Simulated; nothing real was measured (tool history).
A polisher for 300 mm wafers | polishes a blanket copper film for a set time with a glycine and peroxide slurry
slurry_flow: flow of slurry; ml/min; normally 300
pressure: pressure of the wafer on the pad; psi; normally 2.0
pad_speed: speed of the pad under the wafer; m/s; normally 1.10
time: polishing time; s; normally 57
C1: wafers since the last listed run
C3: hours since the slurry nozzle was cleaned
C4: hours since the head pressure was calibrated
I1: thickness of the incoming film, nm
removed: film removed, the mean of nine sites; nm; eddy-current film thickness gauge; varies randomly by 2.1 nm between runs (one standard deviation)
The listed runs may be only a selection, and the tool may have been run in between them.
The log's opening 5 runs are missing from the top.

Run 6, hour 373.1: usual settings; C1 619; wafers polished on this pad 932; C3 324.2; C4 119.9; I1 2082.5. Result: removed 241.2 nm.
Run 7, hour 427.7: usual settings; C1 470; wafers polished on this pad 1402; C3 378.8; C4 174.5; I1 2072.2. Result: removed 236.3 nm.
Run 8, hour 470.6: usual settings; C1 369; wafers polished on this pad 1772; C3 421.7; C4 217.4; I1 2067.0. Result: removed 231.9 nm.
At hour 488.0: slurry nozzle cleaned.
Run 9, hour 502.5: usual settings; C1 266; wafers polished on this pad 2039; C3 14.5; C4 249.3; I1 2066.5. Result: removed 249.6 nm.
Run 10, hour 557.5: usual settings; C1 474; wafers polished on this pad 2513; C3 69.5; C4 304.3; I1 2102.8. Result: removed 248.7 nm.
Run 11, hour 603.1: usual settings; C1 393; wafers polished on this pad 2906; C3 115.1; C4 349.9; I1 2109.3. Result: removed 243.7 nm.
Run 12, hour 665.3: usual settings; C1 536; wafers polished on this pad 3443; C3 177.3; C4 412.1; I1 2092.4. Result: removed 238.5 nm.
Run 13, hour 693.0: usual settings but slurry_flow 370 ml/min, pressure 2.7 psi, pad_speed 1.42 m/s; C1 238; wafers polished on this pad 3681; C3 205.0; C4 439.8; I1 2089.1. Result: removed 344.3 nm.
Run 14, hour 717.6: usual settings but slurry_flow 270 ml/min; C1 212; wafers polished on this pad 3894; C3 229.6; C4 464.4; I1 2057.1. Result: removed 230.8 nm.
At hour 755.0: worn pad replaced by a new one.
Run 15, hour 785.4: usual settings; C1 550; wafers polished on this pad 261; C3 297.4; C4 532.2; I1 2049.5. Result: removed 248.6 nm.
Run 16, hour 825.4: usual settings but pressure 2.4 psi, pad_speed 1.34 m/s, time 73 s; C1 344; wafers polished on this pad 606; C3 337.4; C4 572.2; I1 2103.2. Result: removed 399.2 nm.
Run 17, hour 853.9: usual settings; C1 245; wafers polished on this pad 852; C3 365.9; C4 600.7; I1 2054.4. Result: removed 239.9 nm.
At hour 869.0: slurry nozzle cleaned.
Run 18, hour 905.2: usual settings but slurry_flow 260 ml/min, pad_speed 1.42 m/s, time 64 s; C1 433; wafers polished on this pad 1286; C3 36.2; C4 652.0; I1 2070.1. Result: removed 339.9 nm.
Run 19, hour 963.0: usual settings but pressure 2.3 psi, pad_speed 1.34 m/s; C1 498; wafers polished on this pad 1784; C3 94.0; C4 709.8; I1 2070.5. Result: removed 308.6 nm.
Run 20, hour 1021.5: usual settings; C1 504; wafers polished on this pad 2288; C3 152.5; C4 768.3; I1 2114.5. Result: removed 241.4 nm.
Run 21, hour 1045.8: usual settings but time 74 s; C1 209; wafers polished on this pad 2498; C3 176.8; C4 792.6; I1 2082.3. Result: removed 314.9 nm.
Run 22, hour 1105.4: usual settings but slurry_flow 360 ml/min; C1 513; wafers polished on this pad 3012; C3 236.4; C4 852.2; I1 2110.5. Result: removed 242.3 nm.
Run 23, hour 1160.4: usual settings but pad_speed 1.40 m/s; C1 474; wafers polished on this pad 3486; C3 291.4; C4 907.2; I1 2106.5. Result: removed 285.5 nm.
Run 24, hour 1200.0: usual settings but pad_speed 1.28 m/s; C1 341; wafers polished on this pad 3828; C3 331.0; C4 946.8; I1 2072.4. Result: removed 259.1 nm.
At hour 1223.1: worn pad replaced by a new one.
Run 25, hour 1226.3: usual settings but slurry_flow 390 ml/min, pressure 2.5 psi, pad_speed 1.28 m/s, time 73 s; C1 192; wafers polished on this pad 27; C3 357.3; C4 973.1; I1 2131.2. Result: removed 393.2 nm.
At hour 1250.3: slurry nozzle cleaned.
Run 26, hour 1259.3: usual settings but pressure 1.6 psi, time 67 s; C1 275; wafers polished on this pad 303; C3 9.0; C4 1006.1; I1 2107.4. Result: removed 272.9 nm.
At hour 1285.7: head pressure recalibrated.
Run 27, hour 1298.9: usual settings but pressure 2.6 psi, pad_speed 0.80 m/s; C1 324; wafers polished on this pad 627; C3 48.6; C4 13.2; I1 2099.8. Result: removed 228.9 nm.
Run 28, hour 1359.6: usual settings but slurry_flow 380 ml/min; C1 523; wafers polished on this pad 1151; C3 109.3; C4 73.9; I1 2066.6. Result: removed 253.7 nm.

The next listed run, before its measurement:
Run 29, hour 1387.0: usual settings but slurry_flow 340 ml/min, pressure 2.6 psi, pad_speed 1.46 m/s, time 51 s; C1 236; wafers polished on this pad 1387; C3 136.7; C4 101.3; I1 2061.8. Result: removed ?.

removed: 321.6 nm
The same run, on a tool lacking any hidden state, would have yielded removed 329.5 nm.

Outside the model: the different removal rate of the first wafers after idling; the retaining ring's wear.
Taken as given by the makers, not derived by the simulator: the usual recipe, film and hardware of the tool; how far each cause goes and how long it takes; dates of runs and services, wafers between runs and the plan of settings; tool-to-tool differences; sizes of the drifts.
